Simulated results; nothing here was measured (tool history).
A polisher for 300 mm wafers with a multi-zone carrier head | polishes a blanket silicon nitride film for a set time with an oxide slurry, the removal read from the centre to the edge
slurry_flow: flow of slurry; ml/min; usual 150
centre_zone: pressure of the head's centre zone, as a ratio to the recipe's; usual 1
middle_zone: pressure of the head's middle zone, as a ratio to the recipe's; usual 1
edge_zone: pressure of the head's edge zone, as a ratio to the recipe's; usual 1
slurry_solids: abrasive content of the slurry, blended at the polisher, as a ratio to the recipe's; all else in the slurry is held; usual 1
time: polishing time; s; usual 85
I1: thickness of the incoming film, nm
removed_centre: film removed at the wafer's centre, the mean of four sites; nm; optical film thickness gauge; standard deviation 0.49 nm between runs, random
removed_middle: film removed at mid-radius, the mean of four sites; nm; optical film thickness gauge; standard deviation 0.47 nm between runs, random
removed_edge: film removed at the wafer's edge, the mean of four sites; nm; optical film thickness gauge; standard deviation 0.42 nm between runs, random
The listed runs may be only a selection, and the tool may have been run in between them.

run 1 hour=0 | slurry_flow=150 centre_zone=0.96 middle_zone=1 edge_zone=1 slurry_solids=1 time=85 | I1=329.1 | removed_centre=52.4 removed_middle=54.6 removed_edge=53.2
-- hour=38.7 centre zone pressure recalibrated
run 2 hour=64.6 | slurry_flow=150 centre_zone=1 middle_zone=0.88 edge_zone=1 slurry_solids=1 time=85 | I1=335.1 | removed_centre=53.7 removed_middle=48.7 removed_edge=52.7
-- hour=131.4 worn pad replaced by a new one
run 3 hour=136.6 | slurry_flow=150 centre_zone=1 middle_zone=1 edge_zone=1 slurry_solids=1 time=95 | I1=333.2 | removed_centre=63.7 removed_middle=64.1 removed_edge=63.2
run 4 hour=198.7 | slurry_flow=175 centre_zone=1 middle_zone=1 edge_zone=0.94 slurry_solids=1 time=85 | I1=335.6 | removed_centre=57.8 removed_middle=57.4 removed_edge=55.7
run 5 hour=268.9 | slurry_flow=150 centre_zone=1 middle_zone=1.05 edge_zone=0.94 slurry_solids=0.8 time=85 | I1=324.4 | removed_centre=50 removed_middle=52.1 removed_edge=47.9
run 6 hour=309.7 | slurry_flow=150 centre_zone=1.08 middle_zone=1 edge_zone=1 slurry_solids=1 time=64 | I1=328.3 | removed_centre=45 removed_middle=42.1 removed_edge=41.4
-- hour=323.1 carrier head's membrane replaced by a new one
run 7 hour=392.6 | slurry_flow=150 centre_zone=0.93 middle_zone=1 edge_zone=1 slurry_solids=1 time=85 | I1=325.8 | removed_centre=51.7 removed_middle=55.8 removed_edge=53.6
run 8 hour=454.1 | slurry_flow=175 centre_zone=1 middle_zone=0.88 edge_zone=1 slurry_solids=1.15 time=100 | I1=324.4 | removed_centre=71.8 removed_middle=64.4 removed_edge=69.4
-- hour=457.9 slurry nozzle cleaned
-- hour=509.9 edge zone pressure recalibrated
run 9 hour=535.2 | slurry_flow=150 centre_zone=1.12 middle_zone=1.08 edge_zone=0.94 slurry_solids=0.9 time=85 | I1=334.8 | removed_centre=58.5 removed_middle=55.6 removed_edge=48.7
run 10 hour=625.9 | slurry_flow=150 centre_zone=1 middle_zone=1 edge_zone=0.92 slurry_solids=0.85 time=74 | I1=328.4 | removed_centre=43.1 removed_middle=43.5 removed_edge=41.2
run 11 hour=705.9 | slurry_flow=150 centre_zone=1 middle_zone=1 edge_zone=0.94 slurry_solids=0.75 time=57 | I1=329.7 | removed_centre=31 removed_middle=31.1 removed_edge=29.4
-- hour=729 centre zone pressure recalibrated
-- hour=764.7 worn pad replaced by a new one
run 12 hour=766.7 | slurry_flow=150 centre_zone=1 middle_zone=0.94 edge_zone=1 slurry_solids=1.15 time=85 | I1=332.7 | removed_centre=61.1 removed_middle=57.7 removed_edge=60
run 13 hour=813 | slurry_flow=150 centre_zone=1 middle_zone=1 edge_zone=0.92 slurry_solids=1 time=62 | I1=324.6 | removed_centre=41.1 removed_middle=41.8 removed_edge=39.5
run 14 hour=856.5 | slurry_flow=185 centre_zone=1 middle_zone=1 edge_zone=1 slurry_solids=1 time=79 | I1=327.4 | removed_centre=54.7 removed_middle=55.5 removed_edge=52.8
run 15 hour=946.1 | slurry_flow=150 centre_zone=1 middle_zone=1 edge_zone=1 slurry_solids=1 time=85 | I1=330.5 | removed_centre=55.5 removed_middle=56.7 removed_edge=55.8
run 16 hour=1031.9 | slurry_flow=150 centre_zone=1 middle_zone=1 edge_zone=1 slurry_solids=1 time=85 | I1=330.7 | removed_centre=54.5 removed_middle=55.7 removed_edge=55.2
run 17 hour=1077.2 | slurry_flow=150 centre_zone=1.1 middle_zone=1.07 edge_zone=0.93 slurry_solids=1.25 time=85 | I1=329.8 | removed_centre=67.3 removed_middle=64.7 removed_edge=57.7
run 18 hour=1157.9 | slurry_flow=150 centre_zone=1 middle_zone=1 edge_zone=1 slurry_solids=1 time=85 | I1=329.8 | removed_centre=54.7 removed_middle=55.8 removed_edge=53.5
run 19 hour=1200.1 | slurry_flow=150 centre_zone=0.89 middle_zone=1 edge_zone=1 slurry_solids=1 time=85 | I1=331 | removed_centre=47.9 removed_middle=55.1 removed_edge=54
-- hour=1212.7 edge zone pressure recalibrated
-- hour=1236.7 slurry nozzle cleaned
run 20 hour=1251 | slurry_flow=170 centre_zone=1 middle_zone=1.03 edge_zone=1 slurry_solids=1 time=85 | I1=328.5 | removed_centre=55.9 removed_middle=57.2 removed_edge=55
run 21 hour=1314.8 | slurry_flow=150 centre_zone=1.04 middle_zone=1.03 edge_zone=1 slurry_solids=1 time=85 | I1=330.9 | removed_centre=56.3 removed_middle=55.3 removed_edge=52.8

For each run, the measured value with the value that run would have given without the tool's hidden condition subtracted. The run-to-run variation is shared by both, the gauge scatter possibly not:
The tool's hidden condition here consists of: removal rate lost through wear of the pad, %; slurry flow missing at the pad, %; deviation of the centre zone's pressure from its setpoint, %; deviation of the edge zone's pressure from its setpoint, %.
run=1 removed_centre=-2.9 removed_middle=-3 removed_edge=-2.9
run=2 removed_centre=-3.4 removed_middle=-3 removed_edge=-3.3
run=3 removed_centre=-0.7 removed_middle=-0.8 removed_edge=-0.7
run=4 removed_centre=-1 removed_middle=-1.1 removed_edge=-1
run=5 removed_centre=-1.3 removed_middle=-1.3 removed_edge=-1.2
run=6 removed_centre=-1.3 removed_middle=-1.2 removed_edge=-1.2
run=7 removed_centre=-1.9 removed_middle=-2.1 removed_edge=-2
run=8 removed_centre=-3.2 removed_middle=-2.9 removed_edge=-3.1
run=9 removed_centre=-3.1 removed_middle=-2.9 removed_edge=-2.6
run=10 removed_centre=-2.7 removed_middle=-2.7 removed_edge=-2.6
run=11 removed_centre=-2.2 removed_middle=-2.2 removed_edge=-2.1
run=12 removed_centre=-0.4 removed_middle=-0.4 removed_edge=-0.4
run=13 removed_centre=-0.4 removed_middle=-0.4 removed_edge=-0.5
run=14 removed_centre=-0.9 removed_middle=-0.8 removed_edge=-0.8
run=15 removed_centre=-1.4 removed_middle=-1.4 removed_edge=-1.4
run=16 removed_centre=-1.8 removed_middle=-1.9 removed_edge=-1.8
run=17 removed_centre=-2.6 removed_middle=-2.5 removed_edge=-2.3
run=18 removed_centre=-2.6 removed_middle=-2.6 removed_edge=-2.6
run=19 removed_centre=-2.5 removed_middle=-2.9 removed_edge=-2.9
run=20 removed_centre=-3.3 removed_middle=-3.3 removed_edge=-3.2
run=21 removed_centre=-3.6 removed_middle=-3.6 removed_edge=-3.4
